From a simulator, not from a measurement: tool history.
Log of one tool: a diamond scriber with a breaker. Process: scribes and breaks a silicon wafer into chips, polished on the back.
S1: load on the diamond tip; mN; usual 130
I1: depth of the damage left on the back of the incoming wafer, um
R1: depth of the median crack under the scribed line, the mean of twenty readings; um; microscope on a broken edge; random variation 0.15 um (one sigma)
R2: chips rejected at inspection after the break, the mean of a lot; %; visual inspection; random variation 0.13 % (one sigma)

{"run": 1, "hour": 0.0, "S1": 130, "I1": 0.03, "R1": 14.92, "R2": 1.75}
{"hour": 21.9, "done": "load on the tip recalibrated"}
{"run": 2, "hour": 24.0, "S1": 130, "I1": 0.03, "R1": 14.72, "R2": 1.82}
{"run": 3, "hour": 44.3, "S1": 130, "I1": 0.03, "R1": 14.77, "R2": 1.73}
{"run": 4, "hour": 79.2, "S1": 130, "I1": 0.05, "R1": 14.74, "R2": 1.76}
{"run": 5, "hour": 108.8, "S1": 130, "I1": 0.02, "R1": 14.87, "R2": 1.68}
{"run": 6, "hour": 129.2, "S1": 130, "I1": 0.04, "R1": 14.56, "R2": 1.77}
{"run": 7, "hour": 151.6, "S1": 145, "I1": 0.03, "R1": 15.89, "R2": 1.82}
{"run": 8, "hour": 170.4, "S1": 145, "I1": 0.01, "R1": 15.55, "R2": 1.78}
{"run": 9, "hour": 203.7, "S1": 130, "I1": 0.04, "R1": 14.83, "R2": 1.94}
{"hour": 213.5, "done": "diamond tip replaced by a new one"}
{"run": 10, "hour": 233.3, "S1": 130, "I1": 0.01, "R1": 14.99, "R2": 1.69}
{"run": 11, "hour": 268.7, "S1": 154, "I1": 0.04, "R1": 16.07, "R2": 2.35}
{"run": 12, "hour": 296.0, "S1": 154, "I1": 0.02, "R1": 16.34, "R2": 2.81}
{"run": 13, "hour": 400.8, "S1": 154, "I1": 0.05, "R1": 16.44, "R2": 2.89}
{"run": 14, "hour": 419.7, "S1": 118, "I1": 0.02, "R1": 13.92, "R2": 1.66}
{"run": 15, "hour": 448.5, "S1": 118, "I1": 0.02, "R1": 14.01, "R2": 2.12}
{"hour": 475.8, "done": "load on the tip recalibrated"}
{"run": 16, "hour": 478.7, "S1": 157, "I1": 0.05, "R1": 16.7, "R2": 2.83}
{"run": 17, "hour": 501.1, "S1": 157, "I1": 0.05, "R1": 16.48, "R2": 3.08}
{"hour": 507.9, "done": "diamond tip replaced by a new one"}
{"run": 18, "hour": 528.7, "S1": 101, "I1": 0.03, "R1": 12.6, "R2": 3.5}
{"run": 19, "hour": 560.7, "S1": 130, "I1": 0.05, "R1": 14.79, "R2": 1.8}
{"run": 20, "hour": 581.7, "S1": 130, "I1": 0.05, "R1": 14.99, "R2": 1.45}
{"run": 21, "hour": 615.6, "S1": 130, "I1": 0.01, "R1": 15.06, "R2": 1.81}
{"run": 22, "hour": 633.7, "S1": 104, "I1": 0.02, "R1": 13.08, "R2": 3.68}
{"run": 23, "hour": 657.3, "S1": 106, "I1": 0.04, "R1": 13.36, "R2": 3.27}
{"run": 24, "hour": 689.6, "S1": 143, "I1": 0.05, "R1": 15.82, "R2": 1.98}
{"run": 25, "hour": 722.7, "S1": 130, "I1": 0.01, "R1": 15.19, "R2": 1.52}
{"run": 26, "hour": 741.7, "S1": 154, "I1": 0.02, "R1": 16.51, "R2": 2.97}
{"run": 27, "hour": 756.7, "S1": 146, "I1": 0.05, "R1": 15.9, "R2": 2.04}
{"hour": 760.0, "done": "diamond tip replaced by a new one"}
{"run": 28, "hour": 782.9, "S1": 114, "I1": 0.05, "R1": 13.88, "R2": 2.46}
{"run": 29, "hour": 798.2, "S1": 98, "I1": 0.04, "R1": 12.47, "R2": 4.16}
{"run": 30, "hour": 815.6, "S1": 108, "I1": 0.03, "R1": 13.31, "R2": 2.7}
{"run": 31, "hour": 835.7, "S1": 91, "I1": 0.01, "R1": 11.93, "R2": 5.73}
{"run": 32, "hour": 863.8, "S1": 115, "I1": 0.02, "R1": 13.55, "R2": 2.29}
{"run": 33, "hour": 880.1, "S1": 92, "I1": 0.03, "R1": 11.85, "R2": 5.67}
{"run": 34, "hour": 911.4, "S1": 96, "I1": 0.03, "R1": 12.24, "R2": 4.48}
{"run": 35, "hour": 935.4, "S1": 113, "I1": 0.02, "R1": 13.54, "R2": 2.49}
{"run": 36, "hour": 965.4, "S1": 92, "I1": 0.02, "R1": 12.04, "R2": 5.51}
{"hour": 980.8, "done": "load on the tip recalibrated"}
{"hour": 985.7, "done": "diamond tip replaced by a new one"}
{"run": 37, "hour": 992.0, "S1": 158, "I1": 0.02, "R1": 16.61, "R2": 3.19}
{"run": 38, "hour": 1017.1, "S1": 109, "I1": 0.02, "R1": 13.07, "R2": 2.72}
{"run": 39, "hour": 1051.7, "S1": 162, "I1": 0.01, "R1": 16.9, "R2": 3.23}
{"run": 40, "hour": 1069.7, "S1": 130, "I1": 0.02, "R1": 14.85, "R2": 1.63}
{"run": 41, "hour": 1086.8, "S1": 119, "I1": 0.05, "R1": 14.02, "R2": 1.96}

3 ways to go on from here, each from the tool as it stands after run 41. What would each give?
{"run": "A", "hour": 1087.4, "S1": 152, "I1": 0.01, "R1": "?", "R2": "?"}
{"run": "B", "hour": 1087.4, "S1": 93, "I1": 0.01, "R1": "?", "R2": "?"}
{"run": "C", "hour": 1087.4, "S1": 156, "I1": 0.01, "R1": "?", "R2": "?"}

run=A R1=16.27 R2=2.79
run=B R1=12.02 R2=5.82
run=C R1=16.54 R2=3.12
Without the tool's hidden state the same runs would have given:
run=A R1=16.27 R2=2.79
run=B R1=12.02 R2=5.82
run=C R1=16.54 R2=3.12

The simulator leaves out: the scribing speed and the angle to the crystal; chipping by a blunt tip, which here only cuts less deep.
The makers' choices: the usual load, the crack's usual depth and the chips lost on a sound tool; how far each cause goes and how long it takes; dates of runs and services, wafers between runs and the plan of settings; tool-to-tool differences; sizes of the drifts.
